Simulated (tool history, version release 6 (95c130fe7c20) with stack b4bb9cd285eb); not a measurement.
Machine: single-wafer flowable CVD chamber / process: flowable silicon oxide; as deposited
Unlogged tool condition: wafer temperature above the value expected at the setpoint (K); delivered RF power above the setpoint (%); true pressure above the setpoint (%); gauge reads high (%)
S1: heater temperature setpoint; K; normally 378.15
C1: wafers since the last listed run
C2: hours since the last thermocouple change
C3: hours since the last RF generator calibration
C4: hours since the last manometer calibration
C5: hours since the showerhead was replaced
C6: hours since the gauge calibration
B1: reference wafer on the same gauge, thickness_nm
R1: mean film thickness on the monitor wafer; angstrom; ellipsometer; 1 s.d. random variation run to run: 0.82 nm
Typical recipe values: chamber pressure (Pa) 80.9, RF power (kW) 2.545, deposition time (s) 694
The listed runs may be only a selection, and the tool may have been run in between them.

run 1 hour=0.0 | S1=378.15 chamber_pressure_(Pa)=80.9 RF_power_(kW)=2.545 deposition_time_(s)=694 | C1=0 C2=2912.7 C3=923.7 C4=2661.4 C5=4251.6 C6=96.0 | B1=259.203 | R1=3159.89
run 2 hour=7.1 | S1=378.15 chamber_pressure_(Pa)=80.9 RF_power_(kW)=2.545 deposition_time_(s)=694 | C1=26 C2=2919.8 C3=930.8 C4=2668.5 C5=4258.7 C6=103.1 | B1=259.108 | R1=3172.89
run 3 hour=24.0 | S1=378.15 chamber_pressure_(Pa)=80.9 RF_power_(kW)=2.545 deposition_time_(s)=694 | C1=63 C2=2936.7 C3=947.7 C4=2685.4 C5=4275.6 C6=120.0 | B1=259.074 | R1=3179.82
run 4 hour=36.0 | S1=378.15 chamber_pressure_(Pa)=80.9 RF_power_(kW)=2.545 deposition_time_(s)=694 | C1=44 C2=2948.7 C3=959.7 C4=2697.4 C5=4287.6 C6=132.0 | B1=259.105 | R1=3186.40
run 5 hour=45.9 | S1=378.15 chamber_pressure_(Pa)=80.9 RF_power_(kW)=2.545 deposition_time_(s)=694 | C1=37 C2=2958.6 C3=969.6 C4=2707.3 C5=4297.5 C6=141.9 | B1=259.090 | R1=3182.07
run 6 hour=60.2 | S1=378.15 chamber_pressure_(Pa)=80.9 RF_power_(kW)=2.240 deposition_time_(s)=694 | C1=53 C2=2972.9 C3=983.9 C4=2721.6 C5=4311.8 C6=156.2 | B1=258.979 | R1=3085.53
run 7 hour=72.9 | S1=378.15 chamber_pressure_(Pa)=80.9 RF_power_(kW)=2.240 deposition_time_(s)=694 | C1=47 C2=2985.6 C3=996.6 C4=2734.3 C5=4324.5 C6=168.9 | B1=258.919 | R1=3079.80
run 8 hour=82.5 | S1=378.15 chamber_pressure_(Pa)=80.9 RF_power_(kW)=2.240 deposition_time_(s)=694 | C1=35 C2=2995.2 C3=1006.2 C4=2743.9 C5=4334.1 C6=178.5 | B1=258.628 | R1=3084.62
-- hour=101.7 thermocouple changed; heater temperature recalibrated
-- hour=118.0 RF generator calibrated
run 9 hour=127.5 | S1=383.15 chamber_pressure_(Pa)=80.9 RF_power_(kW)=2.545 deposition_time_(s)=694 | C1=108 C2=25.8 C3=9.5 C4=2788.9 C5=4379.1 C6=223.5 | B1=258.890 | R1=2160.62
-- hour=141.3 showerhead replaced
run 10 hour=152.9 | S1=378.15 chamber_pressure_(Pa)=80.9 RF_power_(kW)=2.240 deposition_time_(s)=694 | C1=65 C2=51.2 C3=34.9 C4=2814.3 C5=11.6 C6=248.9 | B1=258.932 | R1=2393.37
run 11 hour=162.3 | S1=392.15 chamber_pressure_(Pa)=70.4 RF_power_(kW)=2.395 deposition_time_(s)=694 | C1=35 C2=60.6 C3=44.3 C4=2823.7 C5=21.0 C6=258.3 | B1=259.142 | R1=1448.99
-- hour=178.0 gauge calibrated
run 12 hour=178.8 | S1=378.15 chamber_pressure_(Pa)=80.9 RF_power_(kW)=2.545 deposition_time_(s)=694 | C1=61 C2=77.1 C3=60.8 C4=2840.2 C5=37.5 C6=0.8 | B1=259.086 | R1=2495.51
-- hour=201.7 capacitance manometer re-zeroed and calibrated
run 13 hour=202.2 | S1=392.15 chamber_pressure_(Pa)=80.9 RF_power_(kW)=2.255 deposition_time_(s)=694 | C1=57 C2=100.5 C3=84.2 C4=0.5 C5=60.9 C6=24.2 | B1=258.896 | R1=1629.11
run 14 hour=203.0 | S1=378.15 chamber_pressure_(Pa)=65.6 RF_power_(kW)=2.545 deposition_time_(s)=598 | C1=2 C2=101.3 C3=85.0 C4=1.3 C5=61.7 C6=25.0 | B1=259.373 | R1=1737.46
run 15 hour=219.2 | S1=368.15 chamber_pressure_(Pa)=67.3 RF_power_(kW)=2.290 deposition_time_(s)=562 | C1=60 C2=117.5 C3=101.2 C4=17.5 C5=77.9 C6=41.2 | B1=259.209 | R1=2189.34
run 16 hour=227.2 | S1=378.15 chamber_pressure_(Pa)=80.9 RF_power_(kW)=2.545 deposition_time_(s)=822 | C1=29 C2=125.5 C3=109.2 C4=25.5 C5=85.9 C6=49.2 | B1=259.039 | R1=2950.72
run 17 hour=237.5 | S1=378.15 chamber_pressure_(Pa)=88.5 RF_power_(kW)=2.300 deposition_time_(s)=637 | C1=38 C2=135.8 C3=119.5 C4=35.8 C5=96.2 C6=59.5 | B1=258.861 | R1=2423.47
run 18 hour=249.0 | S1=378.15 chamber_pressure_(Pa)=80.9 RF_power_(kW)=2.415 deposition_time_(s)=694 | C1=43 C2=147.3 C3=131.0 C4=47.3 C5=107.7 C6=71.0 | B1=258.817 | R1=2471.79
run 19 hour=259.9 | S1=363.15 chamber_pressure_(Pa)=68.3 RF_power_(kW)=2.240 deposition_time_(s)=572 | C1=40 C2=158.2 C3=141.9 C4=58.2 C5=118.6 C6=81.9 | B1=259.280 | R1=2586.34

Predict each of these 4 candidate next runs independently; none follows another, all start after run 19:
run A hour=260.5 | S1=378.15 chamber_pressure_(Pa)=80.9 RF_power_(kW)=2.235 deposition_time_(s)=694 | C1=2 C2=158.8 C3=142.5 C4=58.8 C5=119.2 C6=82.5 | B1=? | R1=?
run B hour=260.5 | S1=378.15 chamber_pressure_(Pa)=101.1 RF_power_(kW)=2.240 deposition_time_(s)=694 | C1=2 C2=158.8 C3=142.5 C4=58.8 C5=119.2 C6=82.5 | B1=? | R1=?
run C hour=260.5 | S1=382.15 chamber_pressure_(Pa)=80.9 RF_power_(kW)=2.995 deposition_time_(s)=694 | C1=2 C2=158.8 C3=142.5 C4=58.8 C5=119.2 C6=82.5 | B1=? | R1=?
run D hour=260.5 | S1=378.15 chamber_pressure_(Pa)=80.9 RF_power_(kW)=2.945 deposition_time_(s)=818 | C1=2 C2=158.8 C3=142.5 C4=58.8 C5=119.2 C6=82.5 | B1=? | R1=?

run=A B1=259.410 R1=2403.30
run=B B1=259.410 R1=3007.64
run=C B1=259.410 R1=2277.77
run=D B1=259.410 R1=3009.96
What these runs would have given with no unlogged condition in the tool:
run=A R1=2472.33
run=B R1=3094.03
run=C R1=2341.98
run=D R1=3096.42
